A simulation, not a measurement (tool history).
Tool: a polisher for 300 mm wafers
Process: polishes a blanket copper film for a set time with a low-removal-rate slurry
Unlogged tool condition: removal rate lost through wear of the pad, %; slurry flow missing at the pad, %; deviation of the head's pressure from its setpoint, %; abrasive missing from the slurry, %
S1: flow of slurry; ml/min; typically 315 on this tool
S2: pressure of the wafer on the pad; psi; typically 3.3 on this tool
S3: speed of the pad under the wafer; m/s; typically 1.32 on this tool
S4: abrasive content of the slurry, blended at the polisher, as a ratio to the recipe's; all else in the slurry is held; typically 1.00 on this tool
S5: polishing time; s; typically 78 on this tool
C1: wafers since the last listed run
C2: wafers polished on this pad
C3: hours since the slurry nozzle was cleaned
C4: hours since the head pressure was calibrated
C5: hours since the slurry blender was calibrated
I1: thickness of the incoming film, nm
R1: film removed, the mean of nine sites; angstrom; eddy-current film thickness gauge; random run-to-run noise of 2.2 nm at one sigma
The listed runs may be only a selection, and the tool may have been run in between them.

{"run": 1, "hour": 0.0, "S1": 315, "S2": 2.6, "S3": 1.32, "S4": 1.0, "S5": 78, "C1": 0, "C2": 521, "C3": 724.8, "C4": 1182.0, "C5": 117.6, "I1": 1580.1, "R1": 2811}
{"run": 2, "hour": 16.2, "S1": 315, "S2": 3.3, "S3": 1.32, "S4": 0.9, "S5": 78, "C1": 195, "C2": 716, "C3": 741.0, "C4": 1198.2, "C5": 133.8, "I1": 1566.3, "R1": 3178}
{"hour": 36.5, "done": "worn pad replaced by a new one"}
{"run": 3, "hour": 42.9, "S1": 315, "S2": 3.3, "S3": 1.32, "S4": 0.75, "S5": 78, "C1": 273, "C2": 77, "C3": 767.7, "C4": 1224.9, "C5": 160.5, "I1": 1596.4, "R1": 3073}
{"run": 4, "hour": 57.6, "S1": 315, "S2": 3.3, "S3": 1.32, "S4": 0.75, "S5": 78, "C1": 177, "C2": 254, "C3": 782.4, "C4": 1239.6, "C5": 175.2, "I1": 1601.4, "R1": 3047}
{"hour": 71.1, "done": "slurry blender recalibrated"}
{"run": 5, "hour": 71.5, "S1": 315, "S2": 3.3, "S3": 1.32, "S4": 0.75, "S5": 78, "C1": 143, "C2": 397, "C3": 796.3, "C4": 1253.5, "C5": 0.4, "I1": 1584.6, "R1": 3143}
{"run": 6, "hour": 81.4, "S1": 315, "S2": 3.3, "S3": 1.32, "S4": 1.0, "S5": 78, "C1": 119, "C2": 517, "C3": 806.2, "C4": 1263.4, "C5": 10.3, "I1": 1573.7, "R1": 3293}
{"run": 7, "hour": 91.8, "S1": 315, "S2": 3.3, "S3": 1.32, "S4": 1.0, "S5": 78, "C1": 125, "C2": 642, "C3": 816.6, "C4": 1273.8, "C5": 20.7, "I1": 1574.2, "R1": 3311}
{"hour": 102.1, "done": "worn pad replaced by a new one, of another model than before"}
{"run": 8, "hour": 102.6, "S1": 315, "S2": 3.3, "S3": 1.32, "S4": 1.0, "S5": 78, "C1": 81, "C2": 6, "C3": 827.4, "C4": 1284.6, "C5": 31.5, "I1": 1608.7, "R1": 3299}
{"hour": 109.7, "done": "head pressure recalibrated"}
{"run": 9, "hour": 116.0, "S1": 390, "S2": 3.3, "S3": 0.96, "S4": 1.2, "S5": 78, "C1": 137, "C2": 143, "C3": 840.8, "C4": 6.3, "C5": 44.9, "I1": 1565.8, "R1": 2586}
{"hour": 119.4, "done": "slurry nozzle cleaned"}
{"run": 10, "hour": 127.1, "S1": 315, "S2": 3.3, "S3": 1.32, "S4": 1.0, "S5": 78, "C1": 121, "C2": 265, "C3": 7.7, "C4": 17.4, "C5": 56.0, "I1": 1574.8, "R1": 3263}
{"run": 11, "hour": 140.0, "S1": 315, "S2": 2.7, "S3": 1.32, "S4": 1.0, "S5": 68, "C1": 155, "C2": 420, "C3": 20.6, "C4": 30.3, "C5": 68.9, "I1": 1595.8, "R1": 2598}
{"run": 12, "hour": 147.8, "S1": 315, "S2": 3.3, "S3": 1.32, "S4": 1.0, "S5": 87, "C1": 93, "C2": 514, "C3": 28.4, "C4": 38.1, "C5": 76.7, "I1": 1567.6, "R1": 3602}
{"run": 13, "hour": 162.1, "S1": 315, "S2": 3.3, "S3": 1.32, "S4": 0.8, "S5": 78, "C1": 172, "C2": 686, "C3": 42.7, "C4": 52.4, "C5": 91.0, "I1": 1581.4, "R1": 3127}
{"hour": 176.6, "done": "worn pad replaced by a new one"}
{"run": 14, "hour": 177.1, "S1": 315, "S2": 3.3, "S3": 1.72, "S4": 1.0, "S5": 58, "C1": 132, "C2": 5, "C3": 57.7, "C4": 67.4, "C5": 106.0, "I1": 1589.0, "R1": 3060}
{"run": 15, "hour": 191.6, "S1": 315, "S2": 3.3, "S3": 1.32, "S4": 1.0, "S5": 78, "C1": 174, "C2": 180, "C3": 72.2, "C4": 81.9, "C5": 120.5, "I1": 1599.6, "R1": 3224}
{"run": 16, "hour": 205.0, "S1": 315, "S2": 3.3, "S3": 1.32, "S4": 1.3, "S5": 78, "C1": 161, "C2": 341, "C3": 85.6, "C4": 95.3, "C5": 133.9, "I1": 1606.8, "R1": 3294}

3 ways to go on from here, each from the tool as it stands after run 16. What would each give?
{"run": "A", "hour": 205.5, "S1": 360, "S2": 3.3, "S3": 1.32, "S4": 1.0, "S5": 78, "C1": 6, "C2": 347, "C3": 86.1, "C4": 95.8, "C5": 134.4, "I1": 1591.6, "R1": "?"}
{"run": "B", "hour": 205.5, "S1": 315, "S2": 3.3, "S3": 1.32, "S4": 1.15, "S5": 78, "C1": 6, "C2": 347, "C3": 86.1, "C4": 95.8, "C5": 134.4, "I1": 1591.6, "R1": "?"}
{"run": "C", "hour": 205.5, "S1": 210, "S2": 3.3, "S3": 0.94, "S4": 1.2, "S5": 78, "C1": 6, "C2": 347, "C3": 86.1, "C4": 95.8, "C5": 134.4, "I1": 1591.6, "R1": "?"}

run=A R1=3225
run=B R1=3265
run=C R1=2378
Without the tool's unlogged condition, the same runs would have read:
run=A R1=3361
run=B R1=3405
run=C R1=2480
